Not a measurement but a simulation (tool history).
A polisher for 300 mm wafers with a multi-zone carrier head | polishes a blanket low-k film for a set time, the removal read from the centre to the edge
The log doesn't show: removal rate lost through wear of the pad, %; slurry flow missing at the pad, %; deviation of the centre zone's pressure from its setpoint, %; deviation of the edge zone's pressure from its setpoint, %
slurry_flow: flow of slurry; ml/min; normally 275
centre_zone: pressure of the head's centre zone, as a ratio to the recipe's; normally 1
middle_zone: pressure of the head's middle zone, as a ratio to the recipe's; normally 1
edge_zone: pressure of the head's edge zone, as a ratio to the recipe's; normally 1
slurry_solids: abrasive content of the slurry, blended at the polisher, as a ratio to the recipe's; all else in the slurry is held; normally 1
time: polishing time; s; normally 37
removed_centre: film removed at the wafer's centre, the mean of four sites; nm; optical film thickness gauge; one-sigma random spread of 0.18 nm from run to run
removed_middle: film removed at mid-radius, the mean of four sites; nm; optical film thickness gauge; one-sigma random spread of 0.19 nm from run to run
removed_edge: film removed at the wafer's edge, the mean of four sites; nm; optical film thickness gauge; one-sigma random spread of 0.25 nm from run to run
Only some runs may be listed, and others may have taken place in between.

run,hour,slurry_flow,centre_zone,middle_zone,edge_zone,slurry_solids,time,wafers since the last listed run,wafers polished on this pad,hours since the slurry nozzle was cleaned,hours since the centre zone pressure was calibrated,hours since the edge zone pressure was calibrated,hours since the carrier head's membrane was replaced,"incoming thickness of the incoming film, nm",removed_centre,removed_middle,removed_edge
1,0,275,1,1,1,1,37,0,8,712.9,13,628.3,991.2,487.6,17.8,18,18.4
2,12.3,275,1,1,1,1,37,196,205,725.2,25.3,640.6,1003.5,477.7,17.5,17.7,17.8
3,29.2,275,1.06,1,1,1,37,269,475,742.1,42.2,657.5,1020.4,482.7,18.5,17.8,18.4
4,41.3,275,1,0.92,1,1,37,193,668,754.2,54.3,669.6,1032.5,481.2,17.7,16.7,17.9
# hour 48.5: slurry nozzle cleaned
5,48.9,275,1,1,1,1,37,105,773,0.4,61.9,677.2,1040.1,477.7,17.8,17.6,18.1
# hour 55.3: carrier head's membrane replaced by a new one
# hour 55.9: edge zone pressure recalibrated
6,62.1,275,1,1,1,1,37,121,895,13.6,75.1,6.2,6.8,478.9,18,17.4,18.4
7,70,275,1,1,1,1,37,126,1021,21.5,83,14.1,14.7,486.9,17.8,18,18.6
8,85.9,275,1,1,1,1,37,253,1275,37.4,98.9,30,30.6,470.7,17.6,17.7,18.3
9,94.1,340,1,1,1,1,46,130,1406,45.6,107.1,38.2,38.8,477.4,22.4,22.3,23.1
10,100.3,365,1,1,1,0.8,37,99,1505,51.8,113.3,44.4,45,470.4,16.8,16.3,16.9
# hour 106.6: worn pad replaced by a new one
11,143.2,275,1,1,1,1.3,37,621,584,94.7,156.2,87.3,87.9,480,19.4,19.1,19.8
12,154.2,350,1,0.91,0.92,1,37,175,760,105.7,167.2,98.3,98.9,477.7,18.2,16.7,18
13,162.6,330,1,1,0.88,1.1,25,134,894,114.1,175.6,106.7,107.3,480.2,12.4,12.7,12.1
14,176.3,275,1,1.1,1,0.85,37,218,1113,127.8,189.3,120.4,121,480.3,17,18.3,17.3
15,191.4,275,1.05,1,1.12,1,37,241,1354,142.9,204.4,135.5,136.1,474.6,18.7,17.4,19.5
16,203.7,275,1,1,1,1,49,196,1550,155.2,216.7,147.8,148.4,483,23.6,23.8,23.5
17,210.1,275,1,1,1,0.7,37,102,1652,161.6,223.1,154.2,154.8,481.9,15.5,15.3,16.3
# hour 214.2: worn pad replaced by a new one
18,224.8,275,1,1,0.89,0.8,25,170,169,176.3,237.8,168.9,169.5,474.9,11.1,11,10.9
19,233.4,275,1,1,1,1,37,137,307,184.9,246.4,177.5,178.1,473.2,18.1,17.7,18.3
20,249.1,180,1,1,1,1,37,250,557,200.6,262.1,193.2,193.8,489.4,17.2,17,17.6
21,260.6,350,1,1,1,1,37,183,741,212.1,273.6,204.7,205.3,479.5,18,18.2,18.8
22,267.6,275,1,1,1,1,37,111,853,219.1,280.6,211.7,212.3,486.6,18,17.7,18.1

Branching from run 22: 4 alternative next runs. What would each branch give?
A,268,275,1,1,1.08,1,37,6,859,219.5,281,212.1,212.7,472.4,?,?,?
B,268,275,1,1,0.93,1,37,6,859,219.5,281,212.1,212.7,472.4,?,?,?
C,268,330,1,1.09,1,0.85,43,6,859,219.5,281,212.1,212.7,472.4,?,?,?
D,268,275,0.89,1.06,1,1.1,37,6,859,219.5,281,212.1,212.7,472.4,?,?,?

run,removed_centre,removed_middle,removed_edge
A,18.1,17.6,19.2
B,18.1,17.6,17.8
C,20.1,21.1,20.4
D,16.6,19.2,19.1
Take away the tool's hidden state, keep each run's random variation, and the runs would have read:
run,removed_centre,removed_middle,removed_edge
A,18.1,17.6,19.2
B,18.1,17.6,17.8
C,20.1,21.1,20.4
D,16.6,19.2,19.1

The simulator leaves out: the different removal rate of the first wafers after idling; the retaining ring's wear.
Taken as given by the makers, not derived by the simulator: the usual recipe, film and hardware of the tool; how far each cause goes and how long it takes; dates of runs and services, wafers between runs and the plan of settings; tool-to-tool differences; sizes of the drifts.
